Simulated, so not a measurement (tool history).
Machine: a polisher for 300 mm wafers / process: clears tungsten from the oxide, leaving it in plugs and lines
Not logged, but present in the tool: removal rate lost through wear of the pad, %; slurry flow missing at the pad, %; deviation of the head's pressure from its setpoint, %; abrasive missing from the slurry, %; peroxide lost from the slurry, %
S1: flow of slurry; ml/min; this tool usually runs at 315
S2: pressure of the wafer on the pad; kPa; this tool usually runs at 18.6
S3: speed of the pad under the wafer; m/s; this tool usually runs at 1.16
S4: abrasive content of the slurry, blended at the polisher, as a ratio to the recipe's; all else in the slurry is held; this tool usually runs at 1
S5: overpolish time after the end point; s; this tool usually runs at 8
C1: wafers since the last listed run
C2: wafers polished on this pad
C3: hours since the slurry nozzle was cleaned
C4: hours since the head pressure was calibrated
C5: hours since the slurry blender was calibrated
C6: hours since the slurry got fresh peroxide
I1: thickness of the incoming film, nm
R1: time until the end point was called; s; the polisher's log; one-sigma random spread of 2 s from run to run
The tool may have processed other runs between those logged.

Run 1, day 0: usual settings; C1 0; C2 520; C3 431.2; C4 498.9; C5 222.2; C6 120; I1 449.7. Result: R1 148.9 s.
Run 2, day 0.379: usual settings; C1 87; C2 607; C3 440.3; C4 508; C5 231.3; C6 129.1; I1 453.8. Result: R1 150.7 s.
Run 3, day 0.738: usual settings; C1 82; C2 690; C3 448.9; C4 516.6; C5 239.9; C6 137.7; I1 448.8. Result: R1 146.5 s.
Run 4, day 1.171: usual settings; C1 99; C2 789; C3 459.3; C4 527; C5 250.3; C6 148.1; I1 450.3. Result: R1 154.3 s.
At day 2.025: worn pad replaced by a new one, of another model than before.
Run 5, day 2.046: usual settings; C1 162; C2 4; C3 480.3; C4 548; C5 271.3; C6 169.1; I1 445.4. Result: R1 146.8 s.
Run 6, day 2.479: usual settings; C1 99; C2 104; C3 490.7; C4 558.4; C5 281.7; C6 179.5; I1 450.4. Result: R1 153.1 s.
At day 2.829: slurry tank refilled with fresh slurry and peroxide.
Run 7, day 3.067: usual settings; C1 125; C2 229; C3 504.8; C4 572.5; C5 295.8; C6 5.7; I1 447.6. Result: R1 150.6 s.
At day 3.275: head pressure recalibrated.
Run 8, day 3.338: usual settings; C1 43; C2 272; C3 511.3; C4 1.5; C5 302.3; C6 12.2; I1 455.1. Result: R1 153.3 s.
Run 9, day 3.871: usual settings; C1 122; C2 394; C3 524.1; C4 14.3; C5 315.1; C6 25; I1 458.8. Result: R1 157.8 s.
Run 10, day 4.158: usual settings; C1 65; C2 460; C3 531; C4 21.2; C5 322; C6 31.9; I1 452.4. Result: R1 153.8 s.
Run 11, day 5.458: usual settings; C1 298; C2 758; C3 562.2; C4 52.4; C5 353.2; C6 63.1; I1 452.9. Result: R1 151 s.
At day 5.933: slurry blender recalibrated.
Run 12, day 6.2: usual settings but S4 1.15, S5 5 s; C1 151; C2 910; C3 580; C4 70.2; C5 6.4; C6 80.9; I1 447.3. Result: R1 129 s.
At day 6.371: worn pad replaced by a new one.
Run 13, day 6.642: usual settings but S1 260 ml/min, S3 0.9 m/s, S4 0.85; C1 63; C2 61; C3 590.6; C4 80.8; C5 17; C6 91.5; I1 446.9. Result: R1 184.1 s.
Run 14, day 7.296: usual settings but S1 405 ml/min, S2 15.9 kPa; C1 150; C2 211; C3 606.3; C4 96.5; C5 32.7; C6 107.2; I1 441.7. Result: R1 145.3 s.
Run 15, day 8.362: usual settings but S3 1.48 m/s, S4 1.25; C1 244; C2 456; C3 631.9; C4 122.1; C5 58.3; C6 132.8; I1 448.1. Result: R1 102.2 s.
Run 16, day 9.042: usual settings; C1 155; C2 612; C3 648.2; C4 138.4; C5 74.6; C6 149.1; I1 447.6. Result: R1 137.2 s.
At day 9.35: slurry tank refilled with fresh slurry and peroxide.
Run 17, day 9.742: usual settings; C1 151; C2 763; C3 665; C4 155.2; C5 91.4; C6 9.4; I1 447.5. Result: R1 142.4 s.
Run 18, day 10.096: usual settings but S4 0.8; C1 81; C2 844; C3 673.5; C4 163.7; C5 99.9; C6 17.9; I1 445.3. Result: R1 149.3 s.
At day 10.196: slurry nozzle cleaned.
Run 19, day 10.55: usual settings; C1 94; C2 939; C3 8.5; C4 174.6; C5 110.8; C6 28.8; I1 445.4. Result: R1 143 s.
At day 10.783: worn pad replaced by a new one.
Run 20, day 12.546: usual settings but S2 14.5 kPa, S3 1.46 m/s, S4 1.15, S5 7 s; C1 419; C2 404; C3 56.4; C4 222.5; C5 158.7; C6 76.7; I1 449.2. Result: R1 128.7 s.
Run 21, day 13.258: usual settings; C1 163; C2 567; C3 73.5; C4 239.6; C5 175.8; C6 93.8; I1 451. Result: R1 147.3 s.
Run 22, day 13.654: usual settings but S1 240 ml/min, S2 13.1 kPa, S4 1.2, S5 12 s; C1 90; C2 658; C3 83; C4 249.1; C5 185.3; C6 103.3; I1 450.6. Result: R1 182.3 s.
Run 23, day 13.975: usual settings; C1 73; C2 732; C3 90.7; C4 256.8; C5 193; C6 111; I1 445.9. Result: R1 148 s.
At day 14.317: worn pad replaced by a new one.
Run 24, day 14.338: usual settings but S2 17.2 kPa, S3 0.78 m/s; C1 44; C2 4; C3 99.4; C4 265.5; C5 201.7; C6 119.7; I1 448.7. Result: R1 227.4 s.
Run 25, day 14.633: usual settings but S1 385 ml/min, S2 24.1 kPa, S3 1.32 m/s, S4 1.15; C1 67; C2 72; C3 106.5; C4 272.6; C5 208.8; C6 126.8; I1 444.2. Result: R1 100.3 s.
Run 26, day 15.217: usual settings; C1 133; C2 206; C3 120.5; C4 286.6; C5 222.8; C6 140.8; I1 447.6. Result: R1 146.3 s.
Run 27, day 15.596: usual settings but S1 380 ml/min, S2 21.4 kPa, S3 1.36 m/s, S4 1.15; C1 87; C2 293; C3 129.6; C4 295.7; C5 231.9; C6 149.9; I1 446.2. Result: R1 110.3 s.

Each row is a separate what-if for the run after 27, all from the same tool condition, not one after another. Results?
Run A, day 15.617: usual settings; C1 1; C2 295; C3 130.1; C4 296.2; C5 232.4; C6 150.4; I1 448.7. Result: R1 ?.
Run B, day 15.617: usual settings but S3 1.36 m/s; C1 1; C2 295; C3 130.1; C4 296.2; C5 232.4; C6 150.4; I1 448.7. Result: R1 ?.
Run C, day 15.617: usual settings but S2 13.1 kPa, S3 1.36 m/s, S4 1.3; C1 1; C2 295; C3 130.1; C4 296.2; C5 232.4; C6 150.4; I1 448.7. Result: R1 ?.

run     R1
  A  146.6
  B    125
  C  146.3
Take away the tool's hidden state, keep each run's random variation, and the runs would have read:
run     R1
  A  132.7
  B  113.2
  C  132.1
